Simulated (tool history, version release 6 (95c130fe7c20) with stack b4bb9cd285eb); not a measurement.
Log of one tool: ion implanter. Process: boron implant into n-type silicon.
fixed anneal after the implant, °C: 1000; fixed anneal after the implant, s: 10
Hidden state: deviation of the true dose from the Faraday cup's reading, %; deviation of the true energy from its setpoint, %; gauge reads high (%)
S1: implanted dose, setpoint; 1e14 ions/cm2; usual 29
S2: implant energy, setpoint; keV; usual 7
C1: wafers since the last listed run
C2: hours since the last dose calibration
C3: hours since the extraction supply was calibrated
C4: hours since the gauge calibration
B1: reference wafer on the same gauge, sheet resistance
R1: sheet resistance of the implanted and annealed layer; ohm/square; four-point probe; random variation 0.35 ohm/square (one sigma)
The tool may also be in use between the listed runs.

run,hour,S1,S2,C1,C2,C3,C4,B1,R1
1,0,29,7,0,466.4,5723.3,1721.4,154.14,134.13
2,60.5,29,7,791,526.9,5783.8,1781.9,153.92,134.57
3,148.9,29,7,1155,615.3,5872.2,1870.3,154,134.3
4,243.3,29,7,1234,709.7,5966.6,1964.7,154.12,134.55
5,308.6,29,7,853,775,6031.9,2030,154.11,133.8
6,348,29,7,515,814.4,6071.3,2069.4,153.92,134.7
7,386.5,29,7,503,852.9,6109.8,2107.9,153.9,134.85
8,467.7,29,7,1061,934.1,6191,2189.1,154.15,133.93
9,515.4,29,7,623,981.8,6238.7,2236.8,153.89,134.61
10,612.8,29,7,1273,1079.2,6336.1,2334.2,153.92,134.63
11,652.4,29,8.5,517,1118.8,6375.7,2373.8,154.05,119.15
# hour 750.9: Faraday cup replaced and dose calibrated
12,751.4,29,8.5,1189,0.5,6474.7,2472.8,154.03,118.89
13,802.1,29,8.5,662,51.2,6525.4,2523.5,153.91,118.88
# hour 866.2: gauge calibrated
# hour 1015.1: extraction supply calibrated
14,1108.9,29,7,3907,358,93.8,242.7,154.03,137.26
15,1256.8,29,7,1934,505.9,241.7,390.6,154.09,137.29
16,1294.6,26.54,5.5,494,543.7,279.5,428.4,154.02,158.23
17,1348.7,29,7,707,597.8,333.6,482.5,154.04,136.75
18,1437,26.59,7,1154,686.1,421.9,570.8,154.08,138.65
19,1530.5,23.52,6,1222,779.6,515.4,664.3,154.19,152.13
20,1574.2,35.41,9,571,823.3,559.1,708,154.09,114.69
21,1618.6,25.94,5.5,580,867.7,603.5,752.4,154.05,158.55
22,1739.8,35.94,8.5,1584,988.9,724.7,873.6,154.14,119.51
23,1806.5,29,7,872,1055.6,791.4,940.3,154.07,137.58
# hour 1848.6: Faraday cup replaced and dose calibrated
24,1875.2,23.06,8.5,793,26.6,860.1,1009,154.11,124.69
25,1946.8,29,6,936,98.2,931.7,1080.6,153.94,149.77
26,2039.4,29,7,1210,190.8,1024.3,1173.2,153.95,137.17
27,2082.9,29,7,568,234.3,1067.8,1216.7,154.07,137.43
28,2126.3,23.35,8,567,277.7,1111.2,1260.1,154.08,128.53
29,2360.9,29,7,3067,512.3,1345.8,1494.7,154.08,137.14
30,2434.3,29,7,959,585.7,1419.2,1568.1,154.02,136.54
31,2491.8,26.54,8.5,751,643.2,1476.7,1625.6,154.01,122.05
32,2590,34.78,8,1284,741.4,1574.9,1723.8,154.04,123.56
33,2630.7,24.9,9,532,782.1,1615.6,1764.5,154,118.83
34,2702.2,34.78,8,934,853.6,1687.1,1836,154.03,123.49
35,2758.8,29,8.5,740,910.2,1743.7,1892.6,153.99,121.1
36,2813,25.16,7,708,964.4,1797.9,1946.8,153.96,138.41
37,2919.7,23.06,8.5,1395,1071.1,1904.6,2053.5,154,123.56
38,3003.8,32.42,9,1099,1155.2,1988.7,2137.6,154,115.43

What the log doesn't show, run by run:
deviation of the true dose from the Faraday cup's reading, %: 0 in every run
gauge reads high (%): 0 in every run
H1: deviation of the true energy from its setpoint, %
run,H1
1,3.62
2,3.65
3,3.71
4,3.76
5,3.8
6,3.82
7,3.85
8,3.9
9,3.92
10,3.98
11,4.01
12,4.06
13,4.09
14,0.139
15,0.227
16,0.25
17,0.282
18,0.335
19,0.39
20,0.416
21,0.443
22,0.515
23,0.555
24,0.596
25,0.638
26,0.694
27,0.719
28,0.745
29,0.885
30,0.929
31,0.963
32,1.02
33,1.05
34,1.09
35,1.12
36,1.15
37,1.22
38,1.27
